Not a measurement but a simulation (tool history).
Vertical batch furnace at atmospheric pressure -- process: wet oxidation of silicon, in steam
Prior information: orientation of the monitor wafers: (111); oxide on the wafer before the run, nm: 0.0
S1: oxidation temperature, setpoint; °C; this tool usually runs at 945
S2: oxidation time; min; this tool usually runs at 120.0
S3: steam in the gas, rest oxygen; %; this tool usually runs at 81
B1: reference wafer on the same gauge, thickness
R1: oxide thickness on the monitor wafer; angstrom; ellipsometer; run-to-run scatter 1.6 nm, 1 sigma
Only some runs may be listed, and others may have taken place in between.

Run 1, hour 0.0: usual settings but S2 152.5 min; B1 500.09. Result: R1 5025.1 angstrom.
Run 2, hour 42.9: usual settings but S2 152.5 min; B1 499.98. Result: R1 4980.5 angstrom.
Run 3, hour 131.6: usual settings but S2 152.5 min; B1 500.08. Result: R1 4980.9 angstrom.
Run 4, hour 221.5: usual settings but S3 77 %; B1 500.31. Result: R1 4112.4 angstrom.
Run 5, hour 259.3: usual settings; B1 500.20. Result: R1 4236.5 angstrom.
Run 6, hour 346.0: usual settings; B1 500.32. Result: R1 4249.0 angstrom.
Run 7, hour 397.1: usual settings but S3 73 %; B1 499.92. Result: R1 3958.9 angstrom.
Run 8, hour 486.9: usual settings but S1 936 °C, S2 81.5 min; B1 499.95. Result: R1 3028.1 angstrom.
Run 9, hour 553.9: usual settings but S2 165.5 min; B1 499.71. Result: R1 5233.1 angstrom.
Run 10, hour 645.2: usual settings but S2 165.5 min; B1 499.98. Result: R1 5177.1 angstrom.
Run 11, hour 718.4: usual settings but S2 165.5 min; B1 500.10. Result: R1 5182.6 angstrom.
Run 12, hour 811.2: usual settings; B1 500.00. Result: R1 4199.2 angstrom.
At hour 885.4: steam generator serviced.
Run 13, hour 885.9: usual settings; B1 500.16. Result: R1 4415.6 angstrom.
Run 14, hour 913.7: usual settings but S2 164.5 min; B1 500.09. Result: R1 5436.8 angstrom.
At hour 933.2: gauge calibrated.
Run 15, hour 977.4: usual settings but S2 164.5 min; B1 499.87. Result: R1 5426.3 angstrom.
Run 16, hour 1019.5: usual settings but S1 926 °C; B1 499.65. Result: R1 3858.7 angstrom.
Run 17, hour 1067.9: usual settings but S3 72 %; B1 499.82. Result: R1 4043.6 angstrom.
Run 18, hour 1159.7: usual settings but S1 952 °C, S2 157.0 min, S3 91 %; B1 499.97. Result: R1 5914.7 angstrom.
At hour 1219.5: thermocouples replaced and temperature profile calibrated.
Run 19, hour 1239.2: usual settings but S1 928 °C, S2 77.0 min; B1 500.40. Result: R1 2826.9 angstrom.
Run 20, hour 1287.4: usual settings but S2 164.5 min; B1 500.21. Result: R1 5384.4 angstrom.
Run 21, hour 1337.5: usual settings but S2 105.0 min, S3 77 %; B1 499.61. Result: R1 3866.6 angstrom.
Run 22, hour 1429.6: usual settings but S2 152.5 min; B1 499.96. Result: R1 5116.5 angstrom.
Run 23, hour 1490.1: usual settings but S1 965 °C, S2 156.0 min, S3 72 %; B1 500.08. Result: R1 5449.6 angstrom.
Run 24, hour 1541.1: usual settings but S2 171.0 min; B1 499.98. Result: R1 5475.9 angstrom.
Run 25, hour 1640.8: usual settings; B1 499.99. Result: R1 4344.7 angstrom.
Run 26, hour 1741.9: usual settings but S1 920 °C, S2 92.0 min; B1 500.17. Result: R1 2991.4 angstrom.
Run 27, hour 1789.8: usual settings but S1 925 °C, S2 173.5 min, S3 72 %; B1 499.76. Result: R1 4464.4 angstrom.
Run 28, hour 1882.2: usual settings but S1 968 °C, S2 91.0 min, S3 73 %; B1 499.88. Result: R1 3924.9 angstrom.
Run 29, hour 1984.1: usual settings but S1 958 °C; B1 499.91. Result: R1 4712.5 angstrom.
Run 30, hour 2042.0: usual settings but S1 922 °C, S2 90.5 min, S3 78 %; B1 500.16. Result: R1 2915.4 angstrom.
Run 31, hour 2078.8: usual settings but S1 931 °C, S2 141.5 min, S3 86 %; B1 499.85. Result: R1 4563.8 angstrom.

4 ways to go on from here, each from the tool as it stands after run 31. What would each give?
Run A, hour 2084.0: usual settings but S1 934 °C; B1 ?. Result: R1 ?.
Run B, hour 2084.0: usual settings but S2 64.0 min, S3 70 %; B1 ?. Result: R1 ?.
Run C, hour 2084.0: usual settings but S3 76 %; B1 ?. Result: R1 ?.
Run D, hour 2084.0: usual settings but S2 89.5 min; B1 ?. Result: R1 ?.

run      B1      R1
  A  499.79  3969.5
  B  499.79  2494.3
  C  499.79  4108.3
  D  499.79  3513.0
With the hidden condition removed and each run's random variation left untouched, the same runs would have given:
run      R1
  A  4102.8
  B  2583.7
  C  4243.4
  D  3631.7
